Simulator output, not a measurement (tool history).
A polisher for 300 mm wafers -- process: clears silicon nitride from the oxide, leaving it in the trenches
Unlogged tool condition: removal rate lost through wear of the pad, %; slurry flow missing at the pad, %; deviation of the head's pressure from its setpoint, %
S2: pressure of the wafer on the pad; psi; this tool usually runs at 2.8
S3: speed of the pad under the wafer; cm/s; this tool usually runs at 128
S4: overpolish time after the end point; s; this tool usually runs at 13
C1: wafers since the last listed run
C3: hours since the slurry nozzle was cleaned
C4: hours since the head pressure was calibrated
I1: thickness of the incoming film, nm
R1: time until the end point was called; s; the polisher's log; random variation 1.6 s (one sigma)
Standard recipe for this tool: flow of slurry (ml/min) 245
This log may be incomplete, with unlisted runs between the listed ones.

{"run": 1, "hour": 0.0, "flow of slurry (ml/min)": 245, "S2": 2.8, "S3": 128, "S4": 13, "C1": 0, "wafers polished on this pad": 1220, "C3": 423.9, "C4": 21.5, "I1": 171.5, "R1": 188.1}
{"run": 2, "hour": 31.5, "flow of slurry (ml/min)": 190, "S2": 2.8, "S3": 128, "S4": 13, "C1": 266, "wafers polished on this pad": 1486, "C3": 455.4, "C4": 53.0, "I1": 171.7, "R1": 196.4}
{"hour": 48.9, "done": "worn pad replaced by a new one"}
{"run": 3, "hour": 49.4, "flow of slurry (ml/min)": 190, "S2": 2.8, "S3": 128, "S4": 13, "C1": 117, "wafers polished on this pad": 4, "C3": 473.3, "C4": 70.9, "I1": 170.2, "R1": 181.3}
{"run": 4, "hour": 72.2, "flow of slurry (ml/min)": 245, "S2": 2.8, "S3": 94, "S4": 13, "C1": 192, "wafers polished on this pad": 197, "C3": 496.1, "C4": 93.7, "I1": 166.6, "R1": 242.8}
{"run": 5, "hour": 99.3, "flow of slurry (ml/min)": 245, "S2": 2.8, "S3": 128, "S4": 13, "C1": 228, "wafers polished on this pad": 426, "C3": 523.2, "C4": 120.8, "I1": 171.1, "R1": 186.1}
{"run": 6, "hour": 131.5, "flow of slurry (ml/min)": 245, "S2": 2.8, "S3": 128, "S4": 13, "C1": 272, "wafers polished on this pad": 698, "C3": 555.4, "C4": 153.0, "I1": 170.5, "R1": 193.4}
{"run": 7, "hour": 159.6, "flow of slurry (ml/min)": 245, "S2": 3.0, "S3": 128, "S4": 13, "C1": 237, "wafers polished on this pad": 935, "C3": 583.5, "C4": 181.1, "I1": 168.8, "R1": 178.0}
{"run": 8, "hour": 192.7, "flow of slurry (ml/min)": 245, "S2": 3.0, "S3": 128, "S4": 13, "C1": 279, "wafers polished on this pad": 1215, "C3": 616.6, "C4": 214.2, "I1": 169.8, "R1": 182.6}
{"hour": 213.8, "done": "worn pad replaced by a new one"}
{"run": 9, "hour": 227.8, "flow of slurry (ml/min)": 245, "S2": 2.8, "S3": 128, "S4": 13, "C1": 262, "wafers polished on this pad": 118, "C3": 651.7, "C4": 249.3, "I1": 170.6, "R1": 181.6}
{"run": 10, "hour": 259.6, "flow of slurry (ml/min)": 245, "S2": 3.2, "S3": 128, "S4": 18, "C1": 268, "wafers polished on this pad": 386, "C3": 683.5, "C4": 281.1, "I1": 167.9, "R1": 162.5}
{"run": 11, "hour": 286.2, "flow of slurry (ml/min)": 245, "S2": 3.5, "S3": 148, "S4": 13, "C1": 224, "wafers polished on this pad": 611, "C3": 710.1, "C4": 307.7, "I1": 169.3, "R1": 135.5}
{"run": 12, "hour": 304.7, "flow of slurry (ml/min)": 245, "S2": 3.5, "S3": 148, "S4": 13, "C1": 156, "wafers polished on this pad": 768, "C3": 728.6, "C4": 326.2, "I1": 169.0, "R1": 136.2}
{"run": 13, "hour": 317.4, "flow of slurry (ml/min)": 245, "S2": 3.5, "S3": 148, "S4": 13, "C1": 107, "wafers polished on this pad": 875, "C3": 741.3, "C4": 338.9, "I1": 172.9, "R1": 138.5}
{"run": 14, "hour": 345.3, "flow of slurry (ml/min)": 245, "S2": 2.8, "S3": 128, "S4": 13, "C1": 235, "wafers polished on this pad": 1111, "C3": 769.2, "C4": 366.8, "I1": 171.6, "R1": 202.3}
{"hour": 351.5, "done": "head pressure recalibrated"}
{"run": 15, "hour": 369.1, "flow of slurry (ml/min)": 245, "S2": 2.1, "S3": 128, "S4": 13, "C1": 184, "wafers polished on this pad": 1295, "C3": 793.0, "C4": 17.6, "I1": 171.3, "R1": 244.8}
{"hour": 388.0, "done": "worn pad replaced by a new one"}
{"run": 16, "hour": 388.5, "flow of slurry (ml/min)": 315, "S2": 2.8, "S3": 128, "S4": 21, "C1": 130, "wafers polished on this pad": 3, "C3": 812.4, "C4": 37.0, "I1": 172.7, "R1": 166.1}
{"hour": 395.5, "done": "slurry nozzle cleaned"}
{"run": 17, "hour": 414.7, "flow of slurry (ml/min)": 245, "S2": 2.3, "S3": 152, "S4": 13, "C1": 212, "wafers polished on this pad": 216, "C3": 19.2, "C4": 63.2, "I1": 170.7, "R1": 179.5}
{"run": 18, "hour": 446.2, "flow of slurry (ml/min)": 245, "S2": 2.8, "S3": 128, "S4": 17, "C1": 266, "wafers polished on this pad": 483, "C3": 50.7, "C4": 94.7, "I1": 168.7, "R1": 178.4}
{"run": 19, "hour": 461.7, "flow of slurry (ml/min)": 245, "S2": 2.1, "S3": 104, "S4": 10, "C1": 130, "wafers polished on this pad": 614, "C3": 66.2, "C4": 110.2, "I1": 170.3, "R1": 301.6}
{"run": 20, "hour": 474.4, "flow of slurry (ml/min)": 205, "S2": 3.4, "S3": 102, "S4": 10, "C1": 107, "wafers polished on this pad": 721, "C3": 78.9, "C4": 122.9, "I1": 169.5, "R1": 192.2}
{"run": 21, "hour": 507.5, "flow of slurry (ml/min)": 245, "S2": 2.8, "S3": 128, "S4": 13, "C1": 279, "wafers polished on this pad": 1001, "C3": 112.0, "C4": 156.0, "I1": 171.9, "R1": 187.7}
{"run": 22, "hour": 526.2, "flow of slurry (ml/min)": 215, "S2": 1.9, "S3": 104, "S4": 10, "C1": 158, "wafers polished on this pad": 1159, "C3": 130.7, "C4": 174.7, "I1": 169.3, "R1": 349.3}
{"run": 23, "hour": 550.3, "flow of slurry (ml/min)": 265, "S2": 2.8, "S3": 128, "S4": 20, "C1": 203, "wafers polished on this pad": 1362, "C3": 154.8, "C4": 198.8, "I1": 169.6, "R1": 190.0}
{"hour": 558.7, "done": "worn pad replaced by a new one"}
{"run": 24, "hour": 586.0, "flow of slurry (ml/min)": 300, "S2": 2.0, "S3": 128, "S4": 19, "C1": 267, "wafers polished on this pad": 230, "C3": 190.5, "C4": 234.5, "I1": 173.0, "R1": 253.3}
{"run": 25, "hour": 602.6, "flow of slurry (ml/min)": 245, "S2": 2.3, "S3": 152, "S4": 13, "C1": 140, "wafers polished on this pad": 371, "C3": 207.1, "C4": 251.1, "I1": 167.1, "R1": 187.0}
{"run": 26, "hour": 634.1, "flow of slurry (ml/min)": 245, "S2": 2.8, "S3": 128, "S4": 13, "C1": 266, "wafers polished on this pad": 637, "C3": 238.6, "C4": 282.6, "I1": 172.5, "R1": 192.5}

Predict the results of run 27:
{"hour": 665.2, "done": "head pressure recalibrated"}
{"run": 27, "hour": 669.9, "flow of slurry (ml/min)": 305, "S2": 2.8, "S3": 88, "S4": 13, "C1": 285, "wafers polished on this pad": 922, "C3": 274.4, "C4": 4.7, "I1": 169.6, "R1": "?"}

R1: 257.5 s
Without the tool's hidden state the same run would have given R1 235.9 s.

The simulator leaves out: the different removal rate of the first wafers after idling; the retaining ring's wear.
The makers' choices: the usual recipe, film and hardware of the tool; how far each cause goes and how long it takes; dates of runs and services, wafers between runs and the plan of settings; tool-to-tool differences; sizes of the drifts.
